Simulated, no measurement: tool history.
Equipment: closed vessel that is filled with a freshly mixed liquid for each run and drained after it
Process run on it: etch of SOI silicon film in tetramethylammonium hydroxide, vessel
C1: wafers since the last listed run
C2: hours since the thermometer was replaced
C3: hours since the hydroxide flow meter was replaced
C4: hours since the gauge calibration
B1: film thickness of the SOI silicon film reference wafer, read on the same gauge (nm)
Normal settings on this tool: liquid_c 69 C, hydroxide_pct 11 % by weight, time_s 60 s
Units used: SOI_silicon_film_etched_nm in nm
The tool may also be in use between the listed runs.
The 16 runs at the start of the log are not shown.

Run 17, hour 196.2: usual settings but liquid_c 65.5 C, hydroxide_pct 13.5 % by weight; C1 1284; C2 134.2; C3 88.4; C4 43.1; B1 130. Result: SOI_silicon_film_etched_nm 282.75 nm.
Run 18, hour 202.6: usual settings but liquid_c 66 C, hydroxide_pct 13 % by weight, time_s 85 s; C1 924; C2 140.6; C3 94.8; C4 49.5; B1 129.96. Result: SOI_silicon_film_etched_nm 416.64 nm.
Run 19, hour 213: usual settings; C1 1501; C2 151; C3 105.2; C4 59.9; B1 129.97. Result: SOI_silicon_film_etched_nm 377.26 nm.
Run 20, hour 221.3: usual settings but hydroxide_pct 13 % by weight, time_s 40 s; C1 1198; C2 159.3; C3 113.5; C4 68.2; B1 129.98. Result: SOI_silicon_film_etched_nm 234.52 nm.
Run 21, hour 228.9: usual settings but liquid_c 62 C, time_s 95 s; C1 1097; C2 166.9; C3 121.1; C4 75.8; B1 129.98. Result: SOI_silicon_film_etched_nm 389.86 nm.
Run 22, hour 239.4: usual settings; C1 1515; C2 177.4; C3 131.6; C4 86.3; B1 130. Result: SOI_silicon_film_etched_nm 376.58 nm.
Run 23, hour 250.2: usual settings but hydroxide_pct 12.5 % by weight; C1 1559; C2 188.2; C3 142.4; C4 97.1; B1 129.99. Result: SOI_silicon_film_etched_nm 356.91 nm.
Run 24, hour 257.4: usual settings but liquid_c 67 C, hydroxide_pct 13 % by weight, time_s 40 s; C1 1039; C2 195.4; C3 149.6; C4 104.3; B1 130.03. Result: SOI_silicon_film_etched_nm 207.96 nm.
Run 25, hour 268.1: usual settings but liquid_c 61 C; C1 1544; C2 206.1; C3 160.3; C4 115; B1 130.01. Result: SOI_silicon_film_etched_nm 230.22 nm.
Run 26, hour 282.6: usual settings but time_s 70 s; C1 2093; C2 220.6; C3 174.8; C4 129.5; B1 130.03. Result: SOI_silicon_film_etched_nm 437.1 nm.
Run 27, hour 292.4: usual settings; C1 1414; C2 230.4; C3 184.6; C4 139.3; B1 130.02. Result: SOI_silicon_film_etched_nm 376.03 nm.
Run 28, hour 305.4: usual settings but time_s 30 s; C1 1876; C2 243.4; C3 197.6; C4 152.3; B1 129.99. Result: SOI_silicon_film_etched_nm 187.72 nm.
Run 29, hour 314.4: usual settings; C1 1299; C2 252.4; C3 206.6; C4 161.3; B1 129.99. Result: SOI_silicon_film_etched_nm 373.52 nm.
Run 30, hour 366.1: usual settings but liquid_c 61.5 C; C1 7464; C2 304.1; C3 258.3; C4 213; B1 129.98. Result: SOI_silicon_film_etched_nm 237.02 nm.
Run 31, hour 383.8: usual settings but liquid_c 61.5 C, hydroxide_pct 13.5 % by weight, time_s 30 s; C1 2555; C2 321.8; C3 276; C4 230.7; B1 129.99. Result: SOI_silicon_film_etched_nm 108.96 nm.
Run 32, hour 393.2: usual settings but hydroxide_pct 8 % by weight; C1 1357; C2 331.2; C3 285.4; C4 240.1; B1 130.02. Result: SOI_silicon_film_etched_nm 416.71 nm.
Run 33, hour 410.8: usual settings but liquid_c 62.5 C, hydroxide_pct 9 % by weight, time_s 45 s; C1 2541; C2 348.8; C3 303; C4 257.7; B1 130.01. Result: SOI_silicon_film_etched_nm 203.97 nm.

Here are 5 independent what-if runs from the current tool condition. What would each one return?
Run A, hour 411.5: usual settings; C1 101; C2 349.5; C3 303.7; C4 258.4; B1 ?. Result: SOI_silicon_film_etched_nm ?.
Run B, hour 411.5: usual settings but hydroxide_pct 13.5 % by weight, time_s 30 s; C1 101; C2 349.5; C3 303.7; C4 258.4; B1 ?. Result: SOI_silicon_film_etched_nm ?.
Run C, hour 411.5: usual settings but liquid_c 66.5 C, hydroxide_pct 8 % by weight, time_s 30 s; C1 101; C2 349.5; C3 303.7; C4 258.4; B1 ?. Result: SOI_silicon_film_etched_nm ?.
Run D, hour 411.5: usual settings but liquid_c 63.5 C, time_s 80 s; C1 101; C2 349.5; C3 303.7; C4 258.4; B1 ?. Result: SOI_silicon_film_etched_nm ?.
Run E, hour 411.5: usual settings but liquid_c 62.5 C, time_s 45 s; C1 101; C2 349.5; C3 303.7; C4 258.4; B1 ?. Result: SOI_silicon_film_etched_nm ?.

run   B1  SOI_silicon_film_etched_nm
  A  130                      373.26
  B  130                      171.36
  C  130                      180.03
  D  130                      357.42
  E  130                      189.09
Had the tool no hidden state, the same runs would have come out as:
run  SOI_silicon_film_etched_nm
  A                      384.23
  B                      176.39
  C                       185.4
  D                      368.28
  E                      194.87

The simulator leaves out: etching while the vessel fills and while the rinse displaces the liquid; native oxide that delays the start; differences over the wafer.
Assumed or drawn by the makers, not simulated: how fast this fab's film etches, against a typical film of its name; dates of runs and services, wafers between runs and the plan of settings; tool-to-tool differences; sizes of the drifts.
